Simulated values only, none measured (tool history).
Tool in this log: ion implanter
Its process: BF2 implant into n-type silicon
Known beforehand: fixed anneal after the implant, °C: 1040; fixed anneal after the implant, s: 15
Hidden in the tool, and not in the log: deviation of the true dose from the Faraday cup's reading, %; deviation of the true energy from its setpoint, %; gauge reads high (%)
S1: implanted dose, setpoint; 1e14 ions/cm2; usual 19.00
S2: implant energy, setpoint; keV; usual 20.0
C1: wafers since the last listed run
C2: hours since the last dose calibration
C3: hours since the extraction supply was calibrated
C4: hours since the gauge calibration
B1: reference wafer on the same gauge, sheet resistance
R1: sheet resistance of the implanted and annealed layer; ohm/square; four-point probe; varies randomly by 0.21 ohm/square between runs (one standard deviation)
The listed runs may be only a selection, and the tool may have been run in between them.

run,hour,S1,S2,C1,C2,C3,C4,B1,R1
1,0.0,19.00,20.0,0,131.5,2682.2,280.5,148.99,137.19
2,80.8,19.00,20.0,1056,212.3,2763.0,361.3,149.06,137.58
3,135.8,19.00,20.0,718,267.3,2818.0,416.3,149.04,137.33
4,179.1,19.00,23.5,565,310.6,2861.3,459.6,148.96,129.15
5,230.1,19.00,23.5,666,361.6,2912.3,510.6,149.02,129.66
6,328.5,19.00,23.5,1286,460.0,3010.7,609.0,148.99,129.41
7,380.1,19.00,20.0,674,511.6,3062.3,660.6,149.01,137.66
# hour 428.7: extraction supply calibrated
8,484.1,19.00,20.0,1254,615.6,55.4,764.6,149.00,137.79
9,550.7,23.16,16.0,870,682.2,122.0,831.2,148.95,145.74
# hour 582.1: Faraday cup replaced and dose calibrated
10,653.0,14.54,16.5,1232,70.9,224.3,933.5,148.98,153.56
11,703.6,23.46,26.0,661,121.5,274.9,984.1,149.02,120.98
# hour 732.8: gauge calibrated
12,742.7,23.66,18.0,511,160.6,314.0,9.9,148.96,138.96
13,784.0,14.76,15.5,539,201.9,355.3,51.2,149.01,156.46
14,852.9,23.16,26.0,900,270.8,424.2,120.1,149.01,121.37
15,891.4,19.00,20.0,503,309.3,462.7,158.6,149.06,137.51
16,964.3,19.00,15.5,952,382.2,535.6,231.5,148.98,150.25
17,1000.9,19.00,14.0,478,418.8,572.2,268.1,148.98,154.86

Across each entry between runs, compare the hidden state at the last listed run before it with the hidden state at the first listed run after it:
Logged between run 7 and run 8: extraction supply calibrated (hour 428.7)
  deviation of the true dose from the Faraday cup's reading, %: -4.82 -> -5.05
  difference, measured minus the result without the unlogged condition, R1: +0.94 -> +0.99 ohm/square
Logged between run 9 and run 10: Faraday cup replaced and dose calibrated (hour 582.1)
  deviation of the true dose from the Faraday cup's reading, %: -5.15 -> -0.683
  difference, measured minus the result without the unlogged condition, R1: +0.61 -> +0.25 ohm/square
Logged between run 11 and run 12: gauge calibrated (hour 732.8)
  deviation of the true dose from the Faraday cup's reading, %: -1.42 -> -1.9
  difference, measured minus the result without the unlogged condition, R1: +0.15 -> +0.21 ohm/square
